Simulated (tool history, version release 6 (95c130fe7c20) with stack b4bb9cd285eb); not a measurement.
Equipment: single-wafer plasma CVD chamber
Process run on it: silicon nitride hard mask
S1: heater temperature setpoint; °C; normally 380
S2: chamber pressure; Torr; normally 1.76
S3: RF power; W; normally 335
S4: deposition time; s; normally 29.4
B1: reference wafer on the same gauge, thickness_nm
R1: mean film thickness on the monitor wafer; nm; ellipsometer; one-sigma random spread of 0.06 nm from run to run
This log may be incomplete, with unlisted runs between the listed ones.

run,hour,S1,S2,S3,S4,B1,R1
1,0.0,380,1.76,335,25.4,31.100,31.345
2,10.0,380,1.76,335,32.0,31.109,39.570
3,26.7,380,1.76,335,32.0,31.101,39.374
4,33.1,380,1.76,335,29.4,31.102,36.282
5,47.5,380,1.76,335,29.4,31.095,36.089
# hour 54.7: gauge calibrated
6,58.0,380,1.76,385,29.4,31.114,40.227
7,73.9,380,1.76,385,29.4,31.099,40.168
8,89.8,380,1.76,305,29.4,31.094,33.487
9,97.5,375,1.76,335,29.4,31.101,36.197
# hour 116.4: thermocouple changed; heater temperature recalibrated
10,116.9,380,1.76,335,29.4,31.105,36.159
11,122.2,380,1.76,335,29.4,31.109,36.144
12,132.2,380,1.76,335,29.4,31.109,36.112
# hour 153.3: RF generator calibrated
13,153.8,380,1.42,335,29.4,31.109,35.373
14,160.2,386,1.43,335,29.4,31.114,35.470
15,168.3,384,1.76,315,29.4,31.093,36.351
# hour 180.3: capacitance manometer re-zeroed and calibrated
16,180.8,380,1.76,335,27.3,31.097,35.599
# hour 192.2: showerhead replaced, of another model than before
17,192.7,385,1.76,400,33.9,31.101,51.380
18,193.0,380,1.76,335,29.4,31.098,38.222
# hour 200.6: gauge calibrated
19,206.8,380,1.93,335,24.0,31.108,31.968
20,216.8,380,1.33,355,29.4,31.106,37.328
21,226.1,374,1.33,335,29.4,31.096,35.434
22,235.5,368,1.76,335,29.4,31.112,38.405
23,248.8,380,1.76,335,31.3,31.102,40.727
24,261.2,374,1.76,335,32.7,31.108,42.529
25,279.0,380,1.76,335,29.4,31.100,38.114
26,289.1,380,2.04,335,29.4,31.095,39.525

Alternative continuations, all from the tool just after run 26; predict every row:
A,289.5,380,1.76,335,27.1,?,?
B,289.5,380,1.76,335,31.1,?,?
C,289.5,380,2.17,335,29.4,?,?
D,289.5,380,1.57,280,29.4,?,?
E,289.5,380,1.76,290,29.4,?,?

run,B1,R1
A,31.088,35.037
B,31.088,40.196
C,31.088,40.099
D,31.088,30.282
E,31.088,32.551
The same runs, with their run-to-run variation unchanged, on a tool lacking any hidden condition would have given:
run,R1
A,35.463
B,40.684
C,40.586
D,30.691
E,32.991
